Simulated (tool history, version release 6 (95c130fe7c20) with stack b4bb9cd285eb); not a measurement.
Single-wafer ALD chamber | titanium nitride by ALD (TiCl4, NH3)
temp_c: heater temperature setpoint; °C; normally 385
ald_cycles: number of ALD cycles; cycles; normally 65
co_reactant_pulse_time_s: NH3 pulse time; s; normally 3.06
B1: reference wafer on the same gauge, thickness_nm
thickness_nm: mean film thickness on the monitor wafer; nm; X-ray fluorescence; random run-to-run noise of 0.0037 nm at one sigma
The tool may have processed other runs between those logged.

run 1 hour=0.0 | temp_c=390 ald_cycles=61 co_reactant_pulse_time_s=3.06 | B1=1.199 | thickness_nm=1.388
run 2 hour=35.1 | temp_c=385 ald_cycles=65 co_reactant_pulse_time_s=3.06 | B1=1.201 | thickness_nm=1.481
run 3 hour=49.3 | temp_c=385 ald_cycles=65 co_reactant_pulse_time_s=3.06 | B1=1.201 | thickness_nm=1.475
run 4 hour=85.2 | temp_c=385 ald_cycles=65 co_reactant_pulse_time_s=3.06 | B1=1.200 | thickness_nm=1.474
run 5 hour=103.7 | temp_c=392 ald_cycles=65 co_reactant_pulse_time_s=3.06 | B1=1.200 | thickness_nm=1.480
run 6 hour=134.8 | temp_c=392 ald_cycles=65 co_reactant_pulse_time_s=3.06 | B1=1.200 | thickness_nm=1.477
run 7 hour=150.3 | temp_c=392 ald_cycles=65 co_reactant_pulse_time_s=3.06 | B1=1.200 | thickness_nm=1.485
run 8 hour=173.7 | temp_c=385 ald_cycles=65 co_reactant_pulse_time_s=3.06 | B1=1.200 | thickness_nm=1.470
run 9 hour=192.4 | temp_c=385 ald_cycles=65 co_reactant_pulse_time_s=3.06 | B1=1.199 | thickness_nm=1.472
run 10 hour=220.7 | temp_c=385 ald_cycles=65 co_reactant_pulse_time_s=3.06 | B1=1.201 | thickness_nm=1.471
run 11 hour=248.2 | temp_c=385 ald_cycles=65 co_reactant_pulse_time_s=3.06 | B1=1.200 | thickness_nm=1.481
run 12 hour=274.4 | temp_c=385 ald_cycles=65 co_reactant_pulse_time_s=3.06 | B1=1.199 | thickness_nm=1.474
run 13 hour=309.6 | temp_c=385 ald_cycles=65 co_reactant_pulse_time_s=3.06 | B1=1.199 | thickness_nm=1.477
run 14 hour=333.9 | temp_c=385 ald_cycles=65 co_reactant_pulse_time_s=3.06 | B1=1.200 | thickness_nm=1.476
run 15 hour=356.1 | temp_c=395 ald_cycles=57 co_reactant_pulse_time_s=4.01 | B1=1.200 | thickness_nm=1.308
run 16 hour=370.6 | temp_c=373 ald_cycles=59 co_reactant_pulse_time_s=3.52 | B1=1.199 | thickness_nm=1.340
run 17 hour=402.2 | temp_c=390 ald_cycles=65 co_reactant_pulse_time_s=1.92 | B1=1.199 | thickness_nm=1.459
run 18 hour=435.0 | temp_c=385 ald_cycles=65 co_reactant_pulse_time_s=3.37 | B1=1.199 | thickness_nm=1.478
run 19 hour=452.0 | temp_c=385 ald_cycles=65 co_reactant_pulse_time_s=3.06 | B1=1.200 | thickness_nm=1.473
run 20 hour=466.5 | temp_c=385 ald_cycles=65 co_reactant_pulse_time_s=3.06 | B1=1.200 | thickness_nm=1.472
run 21 hour=501.1 | temp_c=376 ald_cycles=71 co_reactant_pulse_time_s=3.06 | B1=1.200 | thickness_nm=1.606
run 22 hour=522.8 | temp_c=399 ald_cycles=61 co_reactant_pulse_time_s=4.08 | B1=1.200 | thickness_nm=1.400
run 23 hour=551.2 | temp_c=385 ald_cycles=65 co_reactant_pulse_time_s=3.06 | B1=1.200 | thickness_nm=1.475
run 24 hour=565.5 | temp_c=396 ald_cycles=75 co_reactant_pulse_time_s=3.42 | B1=1.200 | thickness_nm=1.706
run 25 hour=590.0 | temp_c=385 ald_cycles=65 co_reactant_pulse_time_s=2.74 | B1=1.199 | thickness_nm=1.468
run 26 hour=606.6 | temp_c=385 ald_cycles=65 co_reactant_pulse_time_s=3.06 | B1=1.200 | thickness_nm=1.465
run 27 hour=630.5 | temp_c=397 ald_cycles=59 co_reactant_pulse_time_s=2.44 | B1=1.200 | thickness_nm=1.341
run 28 hour=660.5 | temp_c=385 ald_cycles=77 co_reactant_pulse_time_s=4.00 | B1=1.200 | thickness_nm=1.762
run 29 hour=694.8 | temp_c=378 ald_cycles=76 co_reactant_pulse_time_s=2.21 | B1=1.201 | thickness_nm=1.705

Missing from the log above: 3 entries noted between runs. For each, name the pair of listed runs it sits between and say how the tool's hidden condition differs from the listed run just before to the listed run just after:
In the gap between runs 12 and 13: thermocouple changed; heater temperature recalibrated (hour 309.1)
  no difference in the tool's unlogged condition between these two runs
In the gap between runs 14 and 15: gauge calibrated (hour 340.3)
  no difference in the tool's unlogged condition between these two runs
In the gap between runs 16 and 17: showerhead replaced (hour 394.7)
  no difference in the tool's unlogged condition between these two runs
